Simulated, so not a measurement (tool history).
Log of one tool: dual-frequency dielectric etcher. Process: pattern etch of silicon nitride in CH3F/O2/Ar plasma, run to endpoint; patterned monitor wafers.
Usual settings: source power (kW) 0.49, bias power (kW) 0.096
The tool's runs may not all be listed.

run,hour,source power (kW),bias power (kW),"incoming incoming film thickness, nm",endpoint time (s)
1,0,0.45,0.096,42.78,49.2
2,19.8,0.49,0.096,43.37,48.4
3,44.8,0.49,0.096,43.04,47.6
4,80.2,0.49,0.096,42.86,48
5,107.4,0.49,0.096,42.62,48
6,135.8,0.49,0.106,43.06,46.9
7,164.1,0.49,0.106,43.2,47.5
8,193.5,0.56,0.096,43.44,47.1
# hour 220.8: source power generator calibrated
9,223.4,0.56,0.096,42.82,46.4
10,240.8,0.4,0.096,42.94,52.6
# hour 279.1: wet clean of the chamber
# hour 293.4: upper electrode replaced
11,293.9,0.4,0.096,43,49.6
12,294.2,0.4,0.096,42.48,49.2
13,325.9,0.49,0.096,43.08,46.9
14,346.5,0.49,0.096,43.15,46.6
15,372.1,0.54,0.106,43.14,44.1
16,400.2,0.58,0.086,43.12,45.8
17,421.8,0.45,0.106,42.94,46.7
18,453.8,0.41,0.074,43.18,54.6
19,469.3,0.49,0.085,42.65,49
20,503,0.49,0.109,43.3,45.7
21,523.2,0.49,0.104,43.18,46.4
# hour 538.6: bias power generator calibrated
22,545,0.49,0.096,43.05,47.9
23,562.4,0.45,0.12,43.03,45
24,588.9,0.49,0.111,43.17,45.7
25,609.6,0.49,0.096,43.14,47.9
26,635.7,0.49,0.096,42.83,47.7
27,665.8,0.59,0.074,42.78,48.9
28,688.2,0.49,0.115,42.96,45.5

Forecast each of these 4 alternatives for the next run:
A,688.6,0.37,0.096,42.54,?
B,688.6,0.53,0.089,42.54,?
C,688.6,0.54,0.082,42.54,?
D,688.6,0.52,0.086,42.54,?

run,endpoint time (s)
A,53
B,48
C,49
D,48.9
Without the tool's hidden state the same runs would have given:
run,endpoint time (s)
A,51.2
B,46.4
C,47.3
D,47.3

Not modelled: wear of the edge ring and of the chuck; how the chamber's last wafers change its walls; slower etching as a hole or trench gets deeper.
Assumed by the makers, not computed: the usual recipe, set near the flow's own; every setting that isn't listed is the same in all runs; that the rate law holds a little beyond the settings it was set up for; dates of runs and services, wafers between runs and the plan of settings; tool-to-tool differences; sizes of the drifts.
